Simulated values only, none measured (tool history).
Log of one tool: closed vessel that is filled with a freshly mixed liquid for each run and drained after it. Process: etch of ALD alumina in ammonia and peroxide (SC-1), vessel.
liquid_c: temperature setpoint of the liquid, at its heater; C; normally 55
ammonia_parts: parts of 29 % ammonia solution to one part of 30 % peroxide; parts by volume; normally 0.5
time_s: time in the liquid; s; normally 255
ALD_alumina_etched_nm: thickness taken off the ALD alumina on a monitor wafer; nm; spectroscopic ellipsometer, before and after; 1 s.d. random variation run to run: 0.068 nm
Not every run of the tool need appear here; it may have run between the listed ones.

| run | hour | liquid_c | ammonia_parts | time_s | read-back film thickness of the ALD alumina reference wafer, read on the same gauge (nm) | ALD_alumina_etched_nm |
|---|---|---|---|---|---|---|
| 1 | 0 | 49.5 | 0.5 | 255 | 140 | 12.39 |
| 2 | 9.6 | 49.5 | 0.5 | 255 | 139.99 | 12.35 |
| 3 | 18.5 | 55 | 0.5 | 255 | 140.01 | 16.78 |
| 4 | 30.5 | 55 | 0.5 | 255 | 139.99 | 16.66 |
| 5 | 40.1 | 62 | 0.45 | 255 | 139.98 | 24.04 |
| 6 | 46.9 | 62 | 0.45 | 255 | 139.99 | 24.03 |
| 7 | 59.9 | 62 | 0.45 | 255 | 140 | 23.81 |
| 8 | 75.6 | 55 | 0.5 | 205 | 139.99 | 13.49 |
| 9 | 89.1 | 55 | 0.5 | 205 | 140.01 | 13.45 |
| 10 | 95.2 | 55 | 0.5 | 255 | 139.97 | 16.69 |
|  | 102.9 | ammonia flow meter replaced |
| 11 | 111.4 | 55 | 0.5 | 255 | 140 | 16.75 |
| 12 | 127.6 | 55 | 0.5 | 255 | 139.99 | 16.64 |
| 13 | 135 | 55 | 0.5 | 385 | 140.01 | 25.24 |
| 14 | 151.3 | 51 | 0.4 | 130 | 140.01 | 6.62 |
| 15 | 162.3 | 55 | 0.5 | 255 | 139.99 | 16.65 |
| 16 | 215.8 | 49 | 0.65 | 370 | 140.01 | 17.57 |
| 17 | 222.3 | 55 | 0.5 | 255 | 140 | 16.51 |
|  | 224.3 | gauge calibrated |
| 18 | 230.2 | 63.5 | 0.75 | 110 | 139.99 | 11.56 |
|  | 244.1 | new drum of ammonia solution connected |
| 19 | 246.8 | 62 | 0.45 | 255 | 140 | 23.58 |
|  | 251.8 | thermometer replaced |
| 20 | 254.5 | 55 | 0.5 | 255 | 140 | 18.65 |
| 21 | 268.2 | 51.5 | 0.6 | 205 | 140 | 12.63 |
| 22 | 277.1 | 49 | 0.25 | 170 | 140 | 8.39 |
| 23 | 289.3 | 50.5 | 0.5 | 120 | 139.99 | 6.91 |
| 24 | 305.7 | 55 | 0.5 | 255 | 140 | 18.82 |
| 25 | 320.8 | 55 | 0.5 | 145 | 139.99 | 10.68 |

What was the tool's hidden state at every run in the log?
ammonia flow above the setpoint (%): 0 on each run
ammonia solution weaker than its label (%): 0 on each run
gauge reads high (%): 0 on each run
H1: liquid colder than its thermometer reads (K)
| run | H1 |
|---|---|
| 1 | 2.43 |
| 2 | 2.44 |
| 3 | 2.45 |
| 4 | 2.47 |
| 5 | 2.48 |
| 6 | 2.49 |
| 7 | 2.51 |
| 8 | 2.53 |
| 9 | 2.55 |
| 10 | 2.56 |
| 11 | 2.58 |
| 12 | 2.6 |
| 13 | 2.61 |
| 14 | 2.64 |
| 15 | 2.65 |
| 16 | 2.73 |
| 17 | 2.74 |
| 18 | 2.75 |
| 19 | 2.77 |
| 20 | 0.367 |
| 21 | 0.386 |
| 22 | 0.398 |
| 23 | 0.416 |
| 24 | 0.439 |
| 25 | 0.46 |
